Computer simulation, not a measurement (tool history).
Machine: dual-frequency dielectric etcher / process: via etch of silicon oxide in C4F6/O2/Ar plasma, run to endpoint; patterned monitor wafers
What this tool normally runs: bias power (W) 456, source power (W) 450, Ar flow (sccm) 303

run	hour	bias power (W)	source power (W)	Ar flow (sccm)	wafers since the last listed run	hours since the last wet clean	hours since the last bias power generator calibration	hours since the last source power generator calibration	hours since the last Ar flow controller change	hours since the last upper electrode change	incoming incoming film thickness, nm	endpoint time (s)
1	0	456	450	303	0	205.1	886.6	1849.9	658.1	2835.3	62.9	14.5
2	98.3	456	450	277	1733	303.4	984.9	1948.2	756.4	2933.6	63	14.4
3	143.3	456	450	277	793	348.4	1029.9	1993.2	801.4	2978.6	63.8	14.6
4	238.3	456	450	303	1675	443.4	1124.9	2088.2	896.4	3073.6	63.3	14.6
5	333.7	456	450	303	1682	538.8	1220.3	2183.6	991.8	3169	62.9	14.5
6	433.6	456	450	303	1761	638.7	1320.2	2283.5	1091.7	3268.9	63.1	14.6
7	523.5	456	450	303	1585	728.6	1410.1	2373.4	1181.6	3358.8	62.9	14.6
8	566.3	456	450	303	754	771.4	1452.9	2416.2	1224.4	3401.6	63.1	14.5
# hour 593.9: wet clean of the chamber
9	656.4	456	450	303	1165	62.5	1543	2506.3	1314.5	3491.7	62.8	14.6
# hour 689.7: source power generator calibrated
10	735.5	530	490	348	1324	141.6	1622.1	45.8	1393.6	3570.8	63.6	13.9
# hour 791.2: upper electrode replaced
11	801.1	488	520	280	733	207.2	1687.7	111.4	1459.2	9.9	63.6	13.8
12	846	530	340	260	791	252.1	1732.6	156.3	1504.1	54.8	63	14.5
13	934.1	526	420	333	1553	340.2	1820.7	244.4	1592.2	142.9	62.8	14.2
14	972.9	351	500	275	684	379	1859.5	283.2	1631	181.7	63.5	15.1
15	1037.1	517	370	303	1132	443.2	1923.7	347.4	1695.2	245.9	63.2	14.6
16	1143.4	371	350	251	1874	549.5	2030	453.7	1801.5	352.2	63.1	15.8
17	1179.5	549	450	278	636	585.6	2066.1	489.8	1837.6	388.3	63.8	13.9
# hour 1197.6: Ar flow controller replaced
18	1273.1	456	540	303	1545	679.2	2159.7	583.4	75.5	481.9	63	13.8
19	1330	558	510	303	1003	736.1	2216.6	640.3	132.4	538.8	63.2	13.4
# hour 1381.2: wet clean of the chamber
20	1435.3	456	450	303	1433	54.1	2321.9	745.6	237.7	644.1	62.8	14.4
21	1507.8	456	450	303	1278	126.6	2394.4	818.1	310.2	716.6	62.8	14.5
22	1599.5	456	400	303	1617	218.3	2486.1	909.8	401.9	808.3	63.4	15
# hour 1610.7: bias power generator calibrated
23	1669.6	456	410	303	1165	288.4	58.9	979.9	472	878.4	62.7	14.5
24	1773.6	456	550	303	1834	392.4	162.9	1083.9	576	982.4	63.1	13.7
25	1866.3	456	450	329	1634	485.1	255.6	1176.6	668.7	1075.1	63.4	14.6
# hour 2100.2: wet clean of the chamber
26	2153.7	456	450	303	4645	53.5	543	1464	956.1	1362.5	63.4	14.5
27	2194.9	398	370	363	726	94.7	584.2	1505.2	997.3	1403.7	63.5	16
28	2277.8	456	450	303	1462	177.6	667.1	1588.1	1080.2	1486.6	63.2	14.6
29	2314.5	549	450	303	647	214.3	703.8	1624.8	1116.9	1523.3	63.3	13.8
30	2410.3	360	540	243	1689	310.1	799.6	1720.6	1212.7	1619.1	63.2	14.5

Across each entry between runs, compare the hidden state at the last listed run before it with the hidden state at the first listed run after it:
Run 8 -> run 9: wet clean of the chamber (hour 593.9)
  bias power that arrives over what is set, %: -4.85 -> -4.94; source power that arrives over what is set, %: -5.47 -> -5.5
  difference, measured minus the result without the unlogged condition, endpoint time (s): +0.3 -> +0.4
Run 9 -> run 10: source power generator calibrated (hour 689.7)
  bias power that arrives over what is set, %: -4.94 -> -5; source power that arrives over what is set, %: -5.5 -> -0.148
  difference, measured minus the result without the unlogged condition, endpoint time (s): +0.4 -> +0.2
Run 10 -> run 11: upper electrode replaced (hour 791.2)
  bias power that arrives over what is set, %: -5 -> -5.05; source power that arrives over what is set, %: -0.148 -> -0.528
  difference, measured minus the result without the unlogged condition, endpoint time (s): +0.2 -> +0.2
Run 17 -> run 18: Ar flow controller replaced (hour 1197.6)
  bias power that arrives over what is set, %: -5.26 -> -5.3; source power that arrives over what is set, %: -2.22 -> -2.53
  difference, measured minus the result without the unlogged condition, endpoint time (s): +0.3 -> +0.2
Run 19 -> run 20: wet clean of the chamber (hour 1381.2)
  bias power that arrives over what is set, %: -5.32 -> -5.35; source power that arrives over what is set, %: -2.71 -> -3
  difference, measured minus the result without the unlogged condition, endpoint time (s): +0.2 -> +0.3
Run 22 -> run 23: bias power generator calibrated (hour 1610.7)
  bias power that arrives over what is set, %: -5.4 -> 0.0608; source power that arrives over what is set, %: -3.38 -> -3.52
  difference, measured minus the result without the unlogged condition, endpoint time (s): +0.3 -> +0.1
Run 25 -> run 26: wet clean of the chamber (hour 2100.2)
  bias power that arrives over what is set, %: -1.09 -> -2.3; source power that arrives over what is set, %: -3.86 -> -4.23
  difference, measured minus the result without the unlogged condition, endpoint time (s): +0.2 -> +0.2
